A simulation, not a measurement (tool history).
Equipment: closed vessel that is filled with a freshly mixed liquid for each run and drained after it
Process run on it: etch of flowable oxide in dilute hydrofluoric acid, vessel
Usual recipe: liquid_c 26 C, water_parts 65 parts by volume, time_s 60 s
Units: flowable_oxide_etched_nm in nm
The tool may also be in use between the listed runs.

run    hour  liquid_c  water_parts  time_s  read-back film thickness of the flowable oxide reference wafer, read on the same gauge (nm)  flowable_oxide_etched_nm
  1       0      23.5           65      60                                                                                           90                     19.35
  2    71.1      23.5           65      60                                                                                        89.95                     19.49
  3    95.9        26           65      60                                                                                        90.02                     21.61
  4   138.8        26           65      60                                                                                           90                     21.45
  5   206.2        26           65      60                                                                                        90.05                     21.42
  6   258.6        26           65      60                                                                                           90                     21.51
  7   296.9        26           65      60                                                                                        90.01                     21.04
  8   351.7        26           65      60                                                                                        90.02                     21.17
  9   388.7        26           65      60                                                                                        90.05                     21.13
      390.7  -- gauge calibrated
 10   433.5        26           65      60                                                                                        89.97                     21.19
 11   493.1        26           65      60                                                                                        90.02                     21.13
 12   520.3        26           65      60                                                                                        89.98                     21.11
 13   576.1        26           65      60                                                                                        90.02                     21.13
 14   644.6        29           50      35                                                                                        89.97                     18.16
 15     691        26           65      60                                                                                           90                     21.01
 16     735      30.5           75      60                                                                                        89.99                     21.24
 17   794.9      23.5           65      75                                                                                        89.98                     23.54
 18   836.3        30           95      90                                                                                        89.95                     23.77
 19   898.2      28.5           65      60                                                                                        89.98                     23.09
 20   949.5      29.5           75      30                                                                                        90.02                     10.11
      957.2  -- thermometer replaced
 21  1010.1        26           65      60                                                                                        90.03                     20.76
     1040.7  -- hydrofluoric acid flow meter replaced
 22  1055.9      23.5           80      95                                                                                        89.99                     24.77
 23  1100.5        26           65      75                                                                                        89.95                     27.23
 24  1155.7        29           90      75                                                                                        89.94                     21.43
 25  1313.2        26           65      60                                                                                        89.98                     21.67
 26  1370.7      22.5           85      40                                                                                        89.95                       9.3
 27  1430.6        26           55      80                                                                                        90.01                     34.38
     1498.2  -- gauge calibrated
 28  1501.3      27.5           80      60                                                                                        90.03                      18.3
 29  1530.7        26           65      30                                                                                        90.02                     10.76
 30  1556.9        30           45      60                                                                                        90.01                     37.06
 31  1601.5        26           65      60                                                                                           90                     21.45
 32    1632        24           50      45                                                                                        89.97                     19.55

For each run, the measured value with the value that run would have given without the tool's hidden condition subtracted. The run-to-run variation is shared by both, the gauge scatter possibly not:
What the log doesn't record here: liquid colder than its thermometer reads (K); hydrofluoric acid flow below the setpoint (%); gauge reads high (%).
run  flowable_oxide_etched_nm
  1                     -0.51
  2                     -0.56
  3                     -0.65
  4                     -0.68
  5                     -0.73
  6                     -0.77
  7                     -0.79
  8                     -0.84
  9                     -0.86
 10                      -0.9
 11                     -0.94
 12                     -0.97
 13                     -1.01
 14                      -0.9
 15                      -1.1
 16                     -1.17
 17                     -1.32
 18                     -1.44
 19                      -1.4
 20                     -0.64
 21                     -1.33
 22                     -0.22
 23                     -0.28
 24                     -0.27
 25                     -0.39
 26                     -0.19
 27                     -0.75
 28                     -0.46
 29                     -0.27
 30                     -0.97
 31                      -0.6
 32                     -0.57
